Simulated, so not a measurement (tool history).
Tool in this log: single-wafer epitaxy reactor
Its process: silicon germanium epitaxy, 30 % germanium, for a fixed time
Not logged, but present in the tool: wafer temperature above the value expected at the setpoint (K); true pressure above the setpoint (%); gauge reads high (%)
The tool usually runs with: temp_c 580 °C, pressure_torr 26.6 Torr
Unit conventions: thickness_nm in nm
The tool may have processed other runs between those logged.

run	hour	temp_c	pressure_torr	wafers since the last listed run	hours since the last pyrometer calibration	hours since the last manometer calibration	hours since the showerhead was replaced	hours since the gauge calibration	read-back reference wafer on the same gauge, thickness_nm	thickness_nm
1	0	580	26.6	0	1427.7	1097.7	5888	670.8	56.72	46.572
2	29.8	580	26.6	441	1457.5	1127.5	5917.8	700.6	56.715	46.368
3	56.7	580	26.6	398	1484.4	1154.4	5944.7	727.5	56.72	46.202
4	71.9	580	26.6	225	1499.6	1169.6	5959.9	742.7	56.718	46.156
5	106.4	573	26.6	511	1534.1	1204.1	5994.4	777.2	56.644	39.667
6	133.6	580	26.6	403	1561.3	1231.3	6021.6	804.4	56.706	46.316
7	167.7	580	26.6	505	1595.4	1265.4	6055.7	838.5	56.71	45.434
8	195.3	580	26.6	409	1623	1293	6083.3	866.1	56.674	45.592
9	208	580	26.6	188	1635.7	1305.7	6096	878.8	56.701	45.848
# hour 228.5: showerhead replaced
10	229	580	26.6	192	1656.7	1326.7	0.5	899.8	56.691	45.938
11	253.9	580	28.9	369	1681.6	1351.6	25.4	924.7	56.72	47.7
12	269.1	585	24.5	225	1696.8	1366.8	40.6	939.9	56.733	48.48
13	300.9	580	20.3	471	1728.6	1398.6	72.4	971.7	56.711	38.697
14	327	568	21.8	387	1754.7	1424.7	98.5	997.8	56.663	31.346
15	344	568	26.6	252	1771.7	1441.7	115.5	1014.8	56.759	34.967
# hour 352.5: capacitance manometer re-zeroed and calibrated
16	378	592	26.6	385	1805.7	25.5	149.5	1048.8	56.722	61.313
17	400	580	22.2	326	1827.7	47.5	171.5	1070.8	56.7	43.027

Run 18 is up next; what results do you expect?
18	413.4	580	32.9	198	1841.1	60.9	184.9	1084.2	?	?

{"run 18": {"read-back reference wafer on the same gauge, thickness_nm": 56.726, "thickness_nm": 52.849}}
Were there no unlogged condition in the tool, this run, its random variation unchanged, would have produced thickness_nm 52.68 nm.
